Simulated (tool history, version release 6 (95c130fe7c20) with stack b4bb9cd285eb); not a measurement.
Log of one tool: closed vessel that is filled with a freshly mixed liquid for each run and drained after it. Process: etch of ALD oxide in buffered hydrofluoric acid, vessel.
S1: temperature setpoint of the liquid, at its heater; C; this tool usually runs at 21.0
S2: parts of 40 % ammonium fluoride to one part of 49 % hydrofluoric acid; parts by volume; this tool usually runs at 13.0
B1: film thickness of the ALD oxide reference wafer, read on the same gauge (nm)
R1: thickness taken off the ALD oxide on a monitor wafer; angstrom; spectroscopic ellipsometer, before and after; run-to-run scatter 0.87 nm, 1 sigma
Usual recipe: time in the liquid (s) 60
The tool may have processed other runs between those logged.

{"run": 1, "day": 0.0, "S1": 21.0, "S2": 13.0, "time in the liquid (s)": 60, "B1": 130.05, "R1": 1354.8}
{"run": 2, "day": 0.733, "S1": 21.0, "S2": 13.0, "time in the liquid (s)": 60, "B1": 130.0, "R1": 1357.8}
{"run": 3, "day": 1.167, "S1": 21.0, "S2": 13.0, "time in the liquid (s)": 60, "B1": 130.0, "R1": 1352.1}
{"run": 4, "day": 1.692, "S1": 21.0, "S2": 13.0, "time in the liquid (s)": 60, "B1": 130.02, "R1": 1352.5}
{"run": 5, "day": 2.312, "S1": 21.0, "S2": 13.0, "time in the liquid (s)": 60, "B1": 130.05, "R1": 1350.0}
{"run": 6, "day": 2.754, "S1": 21.0, "S2": 13.0, "time in the liquid (s)": 60, "B1": 129.99, "R1": 1362.7}
{"run": 7, "day": 3.15, "S1": 21.0, "S2": 13.0, "time in the liquid (s)": 60, "B1": 130.0, "R1": 1358.2}
{"run": 8, "day": 3.567, "S1": 17.0, "S2": 10.5, "time in the liquid (s)": 60, "B1": 130.02, "R1": 1324.0}
{"run": 9, "day": 4.208, "S1": 17.0, "S2": 10.5, "time in the liquid (s)": 60, "B1": 130.02, "R1": 1324.2}
{"run": 10, "day": 4.721, "S1": 21.0, "S2": 16.0, "time in the liquid (s)": 60, "B1": 129.97, "R1": 1098.9}
{"run": 11, "day": 5.017, "S1": 21.0, "S2": 16.0, "time in the liquid (s)": 60, "B1": 129.98, "R1": 1287.1}
{"run": 12, "day": 5.308, "S1": 21.0, "S2": 16.0, "time in the liquid (s)": 60, "B1": 130.02, "R1": 1286.7}
{"run": 13, "day": 5.617, "S1": 21.0, "S2": 13.0, "time in the liquid (s)": 85, "B1": 130.02, "R1": 2242.5}
{"run": 14, "day": 6.15, "S1": 21.0, "S2": 13.0, "time in the liquid (s)": 60, "B1": 129.99, "R1": 1570.3}
{"run": 15, "day": 6.862, "S1": 23.5, "S2": 8.0, "time in the liquid (s)": 45, "B1": 130.0, "R1": 2131.0}
{"run": 16, "day": 7.133, "S1": 21.0, "S2": 11.0, "time in the liquid (s)": 35, "B1": 129.98, "R1": 1079.2}
{"run": 17, "day": 7.612, "S1": 17.0, "S2": 13.0, "time in the liquid (s)": 60, "B1": 129.98, "R1": 1259.8}
{"run": 18, "day": 8.125, "S1": 21.0, "S2": 17.5, "time in the liquid (s)": 60, "B1": 130.02, "R1": 1179.9}
{"run": 19, "day": 8.392, "S1": 17.0, "S2": 16.0, "time in the liquid (s)": 90, "B1": 129.97, "R1": 1532.2}
{"run": 20, "day": 9.058, "S1": 18.5, "S2": 9.5, "time in the liquid (s)": 60, "B1": 130.03, "R1": 1816.7}
{"run": 21, "day": 9.362, "S1": 25.0, "S2": 9.5, "time in the liquid (s)": 60, "B1": 130.01, "R1": 2610.7}
{"run": 22, "day": 9.821, "S1": 18.0, "S2": 13.0, "time in the liquid (s)": 90, "B1": 130.03, "R1": 2012.8}
{"run": 23, "day": 10.529, "S1": 21.0, "S2": 13.0, "time in the liquid (s)": 60, "B1": 129.98, "R1": 1567.9}
{"run": 24, "day": 11.254, "S1": 21.0, "S2": 13.0, "time in the liquid (s)": 60, "B1": 129.99, "R1": 1575.8}
{"run": 25, "day": 11.988, "S1": 23.0, "S2": 13.0, "time in the liquid (s)": 60, "B1": 129.98, "R1": 1755.5}
{"run": 26, "day": 12.708, "S1": 21.0, "S2": 13.0, "time in the liquid (s)": 60, "B1": 130.02, "R1": 1585.1}
{"run": 27, "day": 13.292, "S1": 21.0, "S2": 13.0, "time in the liquid (s)": 35, "B1": 130.01, "R1": 905.6}
{"run": 28, "day": 14.775, "S1": 24.0, "S2": 8.0, "time in the liquid (s)": 60, "B1": 130.03, "R1": 2894.1}
{"run": 29, "day": 15.212, "S1": 22.5, "S2": 9.0, "time in the liquid (s)": 60, "B1": 130.01, "R1": 2358.6}
{"run": 30, "day": 15.488, "S1": 23.0, "S2": 17.0, "time in the liquid (s)": 60, "B1": 129.98, "R1": 1350.8}
{"run": 31, "day": 15.767, "S1": 21.0, "S2": 13.0, "time in the liquid (s)": 30, "B1": 130.04, "R1": 784.8}
{"run": 32, "day": 16.35, "S1": 21.0, "S2": 13.0, "time in the liquid (s)": 60, "B1": 130.03, "R1": 1555.6}
{"run": 33, "day": 16.608, "S1": 21.0, "S2": 13.0, "time in the liquid (s)": 50, "B1": 129.98, "R1": 1292.2}
{"run": 34, "day": 16.929, "S1": 22.5, "S2": 13.0, "time in the liquid (s)": 30, "B1": 130.0, "R1": 851.5}

Taken out of this log: 3 entries between the listed runs. Where each belongs, and how the hidden state differs across it:
Runs 10 to 11: thermometer replaced (day 4.925)
  liquid colder than its thermometer reads (K): 2.88 -> 0.0309
  measured less the result without the state, R1: -193.3 -> -2.2 angstrom
Runs 15 to 16: hydrofluoric acid flow meter replaced (day 7.075)
  liquid colder than its thermometer reads (K): 0.0679 -> 0.0733
  measured less the result without the state, R1: -8.2 -> -4.2 angstrom
Runs 23 to 24: gauge calibrated (day 10.817)
  liquid colder than its thermometer reads (K): 0.141 -> 0.156
  measured less the result without the state, R1: -12.2 -> -14.1 angstrom

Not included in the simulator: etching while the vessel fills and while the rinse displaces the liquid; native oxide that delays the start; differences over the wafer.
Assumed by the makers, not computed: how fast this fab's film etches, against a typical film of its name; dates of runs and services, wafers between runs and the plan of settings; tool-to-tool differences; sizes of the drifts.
